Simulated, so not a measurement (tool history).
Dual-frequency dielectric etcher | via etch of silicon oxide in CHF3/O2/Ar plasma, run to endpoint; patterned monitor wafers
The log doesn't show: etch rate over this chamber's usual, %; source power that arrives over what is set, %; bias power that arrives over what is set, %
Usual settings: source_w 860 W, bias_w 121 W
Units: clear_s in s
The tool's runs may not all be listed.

run   hour  source_w  bias_w  wafers since the last listed run  hours since the last wet clean  hours since the last source power generator calibration  hours since the last bias power generator calibration  hours since the last upper electrode change  incoming incoming film thickness, nm  clear_s
  1    0.0       860     121                                 0                           367.3                                                   4728.1                                                 2256.7                                       1784.7                                 479.6    238.3
  2   17.0       860     121                                97                           384.3                                                   4745.1                                                 2273.7                                       1801.7                                 483.2    240.0
  3   48.6       860     121                               181                           415.9                                                   4776.7                                                 2305.3                                       1833.3                                 481.3    240.0
      78.7  -- wet clean of the chamber
  4   79.2       860     121                                37                             0.5                                                   4807.3                                                 2335.9                                       1863.9                                 479.1    234.5
  5   89.3       860     121                                57                            10.6                                                   4817.4                                                 2346.0                                       1874.0                                 479.4    235.5
  6  103.9       860     121                                83                            25.2                                                   4832.0                                                 2360.6                                       1888.6                                 483.1    237.5
  7  137.1       860     104                               190                            58.4                                                   4865.2                                                 2393.8                                       1921.8                                 482.8    244.1
  8  170.1       860     104                               189                            91.4                                                   4898.2                                                 2426.8                                       1954.8                                 482.8    245.6
  9  188.1       860     121                               103                           109.4                                                   4916.2                                                 2444.8                                       1972.8                                 480.7    235.6
 10  211.2       860     121                               132                           132.5                                                   4939.3                                                 2467.9                                       1995.9                                 485.8    238.0
 11  234.1       860     121                               131                           155.4                                                   4962.2                                                 2490.8                                       2018.8                                 487.3    240.2
 12  255.8       860     121                               124                           177.1                                                   4983.9                                                 2512.5                                       2040.5                                 479.6    237.1
 13  275.6       860     121                               113                           196.9                                                   5003.7                                                 2532.3                                       2060.3                                 478.9    235.8
 14  306.8       860     121                               179                           228.1                                                   5034.9                                                 2563.5                                       2091.5                                 482.4    238.9
 15  335.0       700     132                               161                           256.3                                                   5063.1                                                 2591.7                                       2119.7                                 488.9    252.6
 16  366.0       700     132                               177                           287.3                                                   5094.1                                                 2622.7                                       2150.7                                 487.0    249.8
 17  398.2       690     149                               184                           319.5                                                   5126.3                                                 2654.9                                       2182.9                                 480.2    240.0
 18  410.3       860     121                                69                           331.6                                                   5138.4                                                 2667.0                                       2195.0                                 484.6    241.9
 19  427.0       860     121                                95                           348.3                                                   5155.1                                                 2683.7                                       2211.7                                 481.7    236.8
 20  460.1       790     102                               189                           381.4                                                   5188.2                                                 2716.8                                       2244.8                                 485.2    255.5
     484.8  -- source power generator calibrated
 21  487.9       750     148                               136                           409.2                                                      3.1                                                 2744.6                                       2272.6                                 477.7    237.0
 22  505.5       690     103                               101                           426.8                                                     20.7                                                 2762.2                                       2290.2                                 483.7    267.0
     544.2  -- wet clean of the chamber
 23  544.7       770     121                                87                             0.5                                                     59.9                                                 2801.4                                       2329.4                                 482.3    245.6
     570.7  -- upper electrode replaced, of another model than before
 24  571.2       860     140                                14                            27.0                                                     86.4                                                 2827.9                                          0.5                                 481.3    231.3
 25  591.6       860     121                               117                            47.4                                                    106.8                                                 2848.3                                         20.9                                 483.5    237.4
     596.6  -- bias power generator calibrated
 26  603.6      1030     143                                45                            59.4                                                    118.8                                                    7.0                                         32.9                                 485.2    217.1
 27  709.8       860     121                               609                           165.6                                                    225.0                                                  113.2                                        139.1                                 480.3    237.6
 28  738.0       710     132                               161                           193.8                                                    253.2                                                  141.4                                        167.3                                 480.0    251.5
 29  770.0       740     146                               183                           225.8                                                    285.2                                                  173.4                                        199.3                                 479.7    242.9
 30  874.8       800     111                               601                           330.6                                                    390.0                                                  278.2                                        304.1                                 485.0    251.4
 31  902.1       970      94                               156                           357.9                                                    417.3                                                  305.5                                        331.4                                 487.5    242.6
 32  919.3       860     121                                98                           375.1                                                    434.5                                                  322.7                                        348.6                                 480.8    238.8
 33  942.8       860     121                               134                           398.6                                                    458.0                                                  346.2                                        372.1                                 480.1    240.0
 34  959.8       860     121                                97                           415.6                                                    475.0                                                  363.2                                        389.1                                 478.9    240.5

The tool's hidden state at each run:
source power that arrives over what is set, %: 0 in every run
bias power that arrives over what is set, %: 0 in every run
H1: etch rate over this chamber's usual, %
run       H1
  1    -1.47
  2    -1.52
  3    -1.63
  4    0.147
  5    0.112
  6   0.0626
  7  -0.0506
  8   -0.163
  9   -0.224
 10   -0.303
 11   -0.381
 12   -0.455
 13   -0.523
 14   -0.629
 15   -0.725
 16   -0.831
 17   -0.941
 18   -0.982
 19    -1.04
 20    -1.15
 21    -1.25
 22    -1.31
 23   -0.148
 24   -0.238
 25   -0.308
 26   -0.349
 27   -0.711
 28   -0.807
 29   -0.916
 30    -1.27
 31    -1.37
 32    -1.42
 33     -1.5
 34    -1.56
